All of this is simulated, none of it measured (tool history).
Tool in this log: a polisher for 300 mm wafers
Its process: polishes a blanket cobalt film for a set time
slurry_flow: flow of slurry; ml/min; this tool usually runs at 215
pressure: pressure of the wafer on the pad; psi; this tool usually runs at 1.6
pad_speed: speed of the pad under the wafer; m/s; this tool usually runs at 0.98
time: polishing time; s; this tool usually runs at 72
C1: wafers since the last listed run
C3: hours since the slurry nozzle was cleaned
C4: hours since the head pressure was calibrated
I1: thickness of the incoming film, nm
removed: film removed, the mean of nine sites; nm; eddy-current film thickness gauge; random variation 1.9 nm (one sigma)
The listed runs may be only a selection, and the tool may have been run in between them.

Run 1, hour 0.0: usual settings; C1 0; wafers polished on this pad 670; C3 99.2; C4 384.8; I1 1443.0. Result: removed 230.7 nm.
Run 2, hour 56.0: usual settings; C1 370; wafers polished on this pad 1040; C3 155.2; C4 440.8; I1 1456.4. Result: removed 228.2 nm.
Run 3, hour 100.4: usual settings; C1 293; wafers polished on this pad 1334; C3 199.6; C4 485.2; I1 1456.4. Result: removed 221.4 nm.
At hour 138.2: worn pad replaced by a new one.
Run 4, hour 170.9: usual settings; C1 440; wafers polished on this pad 216; C3 270.1; C4 555.7; I1 1437.9. Result: removed 234.1 nm.
Run 5, hour 209.8: usual settings; C1 257; wafers polished on this pad 473; C3 309.0; C4 594.6; I1 1434.1. Result: removed 230.3 nm.
Run 6, hour 255.3: usual settings; C1 301; wafers polished on this pad 775; C3 354.5; C4 640.1; I1 1419.8. Result: removed 227.1 nm.
Run 7, hour 281.2: usual settings but slurry_flow 235 ml/min; C1 171; wafers polished on this pad 946; C3 380.4; C4 666.0; I1 1454.8. Result: removed 228.2 nm.
At hour 314.0: slurry nozzle cleaned.
At hour 330.7: worn pad replaced by a new one.
Run 8, hour 331.8: usual settings but slurry_flow 235 ml/min; C1 301; wafers polished on this pad 7; C3 17.8; C4 716.6; I1 1420.7. Result: removed 232.1 nm.
Run 9, hour 365.4: usual settings but slurry_flow 235 ml/min; C1 222; wafers polished on this pad 229; C3 51.4; C4 750.2; I1 1455.6. Result: removed 230.8 nm.
Run 10, hour 403.1: usual settings but slurry_flow 235 ml/min; C1 249; wafers polished on this pad 479; C3 89.1; C4 787.9; I1 1452.6. Result: removed 230.7 nm.
Run 11, hour 430.8: usual settings but slurry_flow 150 ml/min; C1 183; wafers polished on this pad 662; C3 116.8; C4 815.6; I1 1430.9. Result: removed 214.8 nm.
Run 12, hour 475.0: usual settings but slurry_flow 155 ml/min, pad_speed 1.10 m/s; C1 292; wafers polished on this pad 955; C3 161.0; C4 859.8; I1 1428.6. Result: removed 243.3 nm.
At hour 528.5: head pressure recalibrated.
Run 13, hour 541.2: usual settings but time 65 s; C1 424; wafers polished on this pad 1380; C3 227.2; C4 12.7; I1 1411.3. Result: removed 220.9 nm.
At hour 561.0: worn pad replaced by a new one.
Run 14, hour 602.4: usual settings; C1 378; wafers polished on this pad 274; C3 288.4; C4 73.9; I1 1411.8. Result: removed 252.0 nm.
Run 15, hour 651.4: usual settings but slurry_flow 280 ml/min, pressure 1.4 psi, time 82 s; C1 324; wafers polished on this pad 598; C3 337.4; C4 122.9; I1 1420.1. Result: removed 259.3 nm.
Run 16, hour 716.1: usual settings; C1 428; wafers polished on this pad 1026; C3 402.1; C4 187.6; I1 1443.4. Result: removed 236.9 nm.
At hour 771.1: worn pad replaced by a new one.
Run 17, hour 771.6: usual settings but slurry_flow 160 ml/min, pad_speed 1.10 m/s, time 65 s; C1 340; wafers polished on this pad 3; C3 457.6; C4 243.1; I1 1433.1. Result: removed 238.3 nm.
At hour 774.9: slurry nozzle cleaned.
Run 18, hour 797.9: usual settings but slurry_flow 150 ml/min, pressure 1.3 psi, time 60 s; C1 167; wafers polished on this pad 171; C3 23.0; C4 269.4; I1 1450.9. Result: removed 164.4 nm.

Measured result minus the same run's result without the hidden state. Both carry the same run-to-run variation, though not necessarily the same gauge scatter:
The tool's hidden condition here consists of: removal rate lost through wear of the pad, %; slurry flow missing at the pad, %; deviation of the head's pressure from its setpoint, %.
run  removed
  1    -24.5
  2    -28.4
  3    -30.7
  4    -23.6
  5    -25.7
  6    -28.3
  7    -30.0
  8    -24.2
  9    -26.1
 10    -28.4
 11    -28.0
 12    -34.5
 13    -10.3
 14     -6.6
 15    -12.0
 16    -17.0
 17    -11.3
 18     -9.4
